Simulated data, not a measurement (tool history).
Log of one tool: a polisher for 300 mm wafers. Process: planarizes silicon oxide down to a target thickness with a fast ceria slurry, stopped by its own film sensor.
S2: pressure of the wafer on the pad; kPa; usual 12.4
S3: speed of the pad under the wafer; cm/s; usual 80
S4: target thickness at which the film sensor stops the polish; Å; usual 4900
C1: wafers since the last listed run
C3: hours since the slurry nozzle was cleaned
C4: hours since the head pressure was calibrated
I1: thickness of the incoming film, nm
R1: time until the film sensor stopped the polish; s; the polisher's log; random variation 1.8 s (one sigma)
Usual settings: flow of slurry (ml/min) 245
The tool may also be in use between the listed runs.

Run 1, hour 0: usual settings but S2 9.7 kPa; C1 0; wafers polished on this pad 880; C3 132; C4 386.2; I1 1314.1. Result: R1 166.5 s.
Run 2, hour 28.2: usual settings; C1 188; wafers polished on this pad 1068; C3 160.2; C4 414.4; I1 1303.4. Result: R1 131.2 s.
Run 3, hour 86.3: usual settings; C1 387; wafers polished on this pad 1456; C3 218.3; C4 472.5; I1 1293.4. Result: R1 135.6 s.
Run 4, hour 115.9: usual settings; C1 197; wafers polished on this pad 1653; C3 247.9; C4 502.1; I1 1316.9. Result: R1 140.3 s.
At hour 129.7: worn pad replaced by a new one.
Run 5, hour 150.1: usual settings but S2 11.7 kPa, S3 98 cm/s; C1 201; wafers polished on this pad 136; C3 282.1; C4 536.3; I1 1295. Result: R1 107.6 s.
Run 6, hour 219.1: usual settings; C1 460; wafers polished on this pad 596; C3 351.1; C4 605.3; I1 1332.7. Result: R1 134.2 s.
Run 7, hour 266.8: usual settings; C1 318; wafers polished on this pad 915; C3 398.8; C4 653; I1 1320.8. Result: R1 135.7 s.
At hour 296.6: head pressure recalibrated.
Run 8, hour 308.2: usual settings; C1 262; wafers polished on this pad 1178; C3 440.2; C4 11.6; I1 1326.6. Result: R1 126.6 s.
At hour 332.7: slurry nozzle cleaned.
At hour 363: worn pad replaced by a new one.
Run 9, hour 378.9: usual settings; C1 438; wafers polished on this pad 105; C3 46.2; C4 82.3; I1 1296.5. Result: R1 119 s.
Run 10, hour 430.6: usual settings; C1 345; wafers polished on this pad 451; C3 97.9; C4 134; I1 1289.3. Result: R1 126.4 s.
Run 11, hour 501.5: usual settings; C1 473; wafers polished on this pad 924; C3 168.8; C4 204.9; I1 1320.8. Result: R1 134.8 s.
Run 12, hour 537: usual settings; C1 236; wafers polished on this pad 1161; C3 204.3; C4 240.4; I1 1308.1. Result: R1 137.7 s.
Run 13, hour 576.5: usual settings; C1 263; wafers polished on this pad 1424; C3 243.8; C4 279.9; I1 1298. Result: R1 141 s.
At hour 612.6: worn pad replaced by a new one.
Run 14, hour 635: usual settings but flow of slurry (ml/min) 315, S2 15.2 kPa, S3 68 cm/s, S4 5940 Å; C1 363; wafers polished on this pad 149; C3 302.3; C4 338.4; I1 1320.7. Result: R1 104 s.
Run 15, hour 680.4: usual settings but S2 9.7 kPa, S3 88 cm/s, S4 2360 Å; C1 302; wafers polished on this pad 452; C3 347.7; C4 383.8; I1 1318.3. Result: R1 191.1 s.
Run 16, hour 725.8: usual settings; C1 302; wafers polished on this pad 755; C3 393.1; C4 429.2; I1 1324.4. Result: R1 136.6 s.
Run 17, hour 761.6: usual settings; C1 238; wafers polished on this pad 994; C3 428.9; C4 465; I1 1301.7. Result: R1 130.9 s.
Run 18, hour 828.9: usual settings but flow of slurry (ml/min) 305, S2 9.7 kPa, S3 60 cm/s; C1 449; wafers polished on this pad 1443; C3 496.2; C4 532.3; I1 1296.3. Result: R1 211.3 s.
At hour 857: worn pad replaced by a new one.
At hour 872.5: head pressure recalibrated.
At hour 900.8: slurry nozzle cleaned.
Run 19, hour 977.2: usual settings but flow of slurry (ml/min) 290, S3 58 cm/s; C1 942; wafers polished on this pad 781; C3 76.4; C4 104.7; I1 1306.5. Result: R1 166.5 s.
Run 20, hour 1035.9: usual settings but S2 16.5 kPa; C1 391; wafers polished on this pad 1173; C3 135.1; C4 163.4; I1 1316.7. Result: R1 104.3 s.
Run 21, hour 1086: usual settings but S3 58 cm/s; C1 334; wafers polished on this pad 1508; C3 185.2; C4 213.5; I1 1298.7. Result: R1 181.9 s.
At hour 1112.7: worn pad replaced by a new one.
Run 22, hour 1154.3: usual settings; C1 429; wafers polished on this pad 277; C3 253.5; C4 281.8; I1 1313.3. Result: R1 129.3 s.
Run 23, hour 1214.7: usual settings but S2 9 kPa, S4 2340 Å; C1 403; wafers polished on this pad 680; C3 313.9; C4 342.2; I1 1318.9. Result: R1 231.4 s.
Run 24, hour 1274.8: usual settings; C1 401; wafers polished on this pad 1081; C3 374; C4 402.3; I1 1293.6. Result: R1 138 s.
Run 25, hour 1318: usual settings; C1 288; wafers polished on this pad 1370; C3 417.2; C4 445.5; I1 1305.2. Result: R1 140.4 s.
Run 26, hour 1352.5: usual settings but S3 90 cm/s, S4 4070 Å; C1 230; wafers polished on this pad 1600; C3 451.7; C4 480; I1 1314.4. Result: R1 143.7 s.

3 ways to go on from here, each from the tool as it stands after run 26. What would each give?
Run A, hour 1353: usual settings but flow of slurry (ml/min) 220; C1 3; wafers polished on this pad 1603; C3 452.2; C4 480.5; I1 1319.8. Result: R1 ?.
Run B, hour 1353: usual settings but S3 60 cm/s, S4 3450 Å; C1 3; wafers polished on this pad 1603; C3 452.2; C4 480.5; I1 1319.8. Result: R1 ?.
Run C, hour 1353: usual settings but flow of slurry (ml/min) 315, S2 8.3 kPa, S3 70 cm/s, S4 6660 Å; C1 3; wafers polished on this pad 1603; C3 452.2; C4 480.5; I1 1319.8. Result: R1 ?.

run     R1
  A  147.5
  B  222.4
  C  176.9
Without the tool's hidden state the same runs would have given:
run     R1
  A  115.5
  B  174.2
  C  138.5
